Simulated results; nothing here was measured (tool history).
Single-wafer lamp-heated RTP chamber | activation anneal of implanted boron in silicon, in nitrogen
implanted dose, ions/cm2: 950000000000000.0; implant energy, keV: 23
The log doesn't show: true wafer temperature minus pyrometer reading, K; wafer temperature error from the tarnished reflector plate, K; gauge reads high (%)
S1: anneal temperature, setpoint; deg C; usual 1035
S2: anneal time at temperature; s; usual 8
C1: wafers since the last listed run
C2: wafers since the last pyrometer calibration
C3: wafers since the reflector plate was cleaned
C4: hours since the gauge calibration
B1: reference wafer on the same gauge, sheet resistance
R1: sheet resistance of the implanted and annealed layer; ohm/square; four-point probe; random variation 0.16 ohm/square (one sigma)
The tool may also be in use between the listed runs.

run	day	S1	S2	C1	C2	C3	C4	B1	R1
1	0	1035	8	0	3576	3986	462.9	97.98	107.01
2	0.388	1035	8	188	3764	4174	472.2	97.98	106.87
3	0.667	1035	6	135	3900	4310	478.9	97.95	106.89
4	1.262	1035	6	289	4189	4599	493.2	97.98	107.35
5	1.904	1035	6	311	4501	4911	508.6	97.96	106.9
6	2.358	1035	8	220	4722	5132	519.5	97.99	106.83
7	2.65	1035	8	141	4863	5273	526.5	98.05	106.4
8	3.204	1035	8	269	5133	5543	539.8	97.99	106.82
9	3.812	1020	8	295	5428	5838	554.4	97.9	107.42
10	4.196	1020	8	186	5614	6024	563.6	98.04	107.13
11	4.508	1035	8	151	5766	6176	571.1	97.95	106.69
12	4.854	1046	8	167	5934	6344	579.4	97.98	106.87
# day 5.338: pyrometer window cleaned and pyrometer calibrated
13	5.358	1035	8	82	9	6427	591.5	98.01	107.45
14	5.612	1035	8	123	132	6550	597.6	97.93	106.99
15	5.954	1035	8	165	298	6716	605.8	98.09	107.36
# day 6.133: gauge calibrated
16	6.358	1035	8	196	495	6913	5.4	98	106.9
17	6.654	1009	9	143	638	7056	12.5	98.07	110.12
18	7.183	1012	11	257	895	7313	25.2	98	109.07
19	7.725	1014	5	263	1158	7577	38.2	97.97	109.89
20	8.229	1020	5	244	1403	7821	50.3	97.99	108.72
21	8.9	1050	5	325	1729	8147	66.4	97.98	106.76
22	9.321	1044	8	204	1934	8352	76.5	97.94	107.02
23	9.679	1035	8	174	2108	8526	85.1	98.09	107.15
24	10.404	1035	8	352	2460	8878	102.5	98.01	107.16
25	10.783	1035	8	184	2644	9062	111.6	98.02	106.97
26	11.05	1022	6	129	2773	9192	118	98	108.33
27	11.596	1058	8	265	3039	9457	131.1	98.07	106.54
28	12.146	1060	8	267	3306	9724	144.3	97.98	106.69
# day 13.392: reflector plate cleaned
29	14.096	1026	4	785	4091	341	191.1	98.05	107.46
30	14.462	1035	8	178	4269	519	199.9	98.05	106.84
31	15.117	1050	10	317	4587	837	215.6	97.93	106.33
32	15.517	1006	8	194	4781	1031	225.2	98.01	109.52
33	16.071	1035	8	269	5050	1301	238.5	97.99	106.56
34	16.754	1064	8	331	5382	1632	254.9	98.09	106.46
35	17.296	1035	8	263	5645	1896	267.9	97.95	106.96

The next listed run, before its measurement:
36	17.929	1035	8	307	5953	2203	283.1	?	?

{"run 36": {"B1": 98.06, "R1": 106.78}}
Without the tool's hidden state the same run would have given R1 107.32 ohm/square.
